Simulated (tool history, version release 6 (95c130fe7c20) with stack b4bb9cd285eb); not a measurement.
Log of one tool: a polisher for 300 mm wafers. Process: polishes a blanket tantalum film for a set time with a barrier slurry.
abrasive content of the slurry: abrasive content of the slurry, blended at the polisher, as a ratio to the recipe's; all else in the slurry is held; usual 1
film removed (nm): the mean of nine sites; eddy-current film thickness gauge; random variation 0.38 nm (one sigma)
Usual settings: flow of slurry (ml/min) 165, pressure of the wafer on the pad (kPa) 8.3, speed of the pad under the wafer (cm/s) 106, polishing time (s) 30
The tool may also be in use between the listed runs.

run	day	flow of slurry (ml/min)	pressure of the wafer on the pad (kPa)	speed of the pad under the wafer (cm/s)	abrasive content of the slurry	polishing time (s)	incoming thickness of the incoming film, nm	film removed (nm)
1	0	165	8.3	106	1	30	272.3	27.5
2	1.35	165	8.3	106	1	30	270.4	26.9
# day 2.854: slurry nozzle cleaned
3	3.05	165	8.3	106	1	30	269.1	27.4
4	5.867	165	8.3	106	1	30	266.8	26
# day 7.021: slurry blender recalibrated
5	8.008	165	8.3	106	1	30	270.4	30.3
# day 9.125: worn pad replaced by a new one
6	12.008	165	8.3	106	1	30	270.8	29.3
7	13.762	165	8.3	106	1	30	268.7	28.5
8	16.221	165	8.3	106	1	30	271.2	28
# day 17.642: slurry nozzle cleaned
9	18.879	165	8.3	84	1	30	275.2	21.3
# day 20.2: worn pad replaced by a new one
# day 20.858: slurry blender recalibrated
10	21.517	165	8.3	106	1	30	271.1	31.7
11	24.125	165	8.3	106	1	30	268.1	29.2
12	25.217	165	8.3	106	1	30	271.5	29
13	27.804	165	8.3	106	1	30	272.3	28
14	29.488	165	8.3	92	0.95	30	269.4	23
# day 31.15: worn pad replaced by a new one
15	31.171	165	9.7	76	0.9	20	268.5	14.7
16	33.517	165	8.3	106	1	30	269.7	27.8
17	36.042	165	8.3	106	1	30	270.1	26.5
# day 37.492: slurry nozzle cleaned
# day 37.658: slurry blender recalibrated
18	38.642	165	8.3	106	1	30	269.4	30.5
19	40.354	165	8.3	142	1.2	30	269.3	41.7
# day 41.792: head pressure recalibrated
20	43.038	165	10.3	106	1	30	270.4	34.3
# day 43.558: worn pad replaced by a new one
21	45.612	200	8.3	92	1	30	267.4	24.6
22	48.188	185	8.3	72	0.7	22	270.3	10.9
23	49.867	165	8.3	106	1	30	269.4	27
24	51.879	165	8.3	88	0.75	30	271	18.5
# day 52.779: slurry nozzle cleaned
# day 53.083: slurry blender recalibrated
25	54.817	200	8.3	120	1	30	268.2	34.2
# day 56.258: worn pad replaced by a new one
26	56.708	165	8.3	106	1	25	271.6	23.7
27	59.267	165	8.3	132	1	30	275.6	34.8
28	61.567	165	10.3	86	1.3	25	270.2	25.7

Measured less the same run without the tool's hidden state. The same run-to-run variation is in both; the gauge's scatter may not be:
The hidden state here: removal rate lost through wear of the pad, %; slurry flow missing at the pad, %; deviation of the head's pressure from its setpoint, %; abrasive missing from the slurry, %.
run	film removed (nm)
1	-4.7
2	-5.1
3	-5.6
4	-6
5	-1.7
6	-2.8
7	-3.5
8	-4.5
9	-4.1
10	-0.8
11	-2.4
12	-3.1
13	-4.2
14	-4.3
15	-2.6
16	-4.8
17	-5
18	-1.6
19	-3.7
20	-5.7
21	-3.7
22	-2.7
23	-5.3
24	-5.2
25	-3.6
26	-2.4
27	-5.2
28	-3.8

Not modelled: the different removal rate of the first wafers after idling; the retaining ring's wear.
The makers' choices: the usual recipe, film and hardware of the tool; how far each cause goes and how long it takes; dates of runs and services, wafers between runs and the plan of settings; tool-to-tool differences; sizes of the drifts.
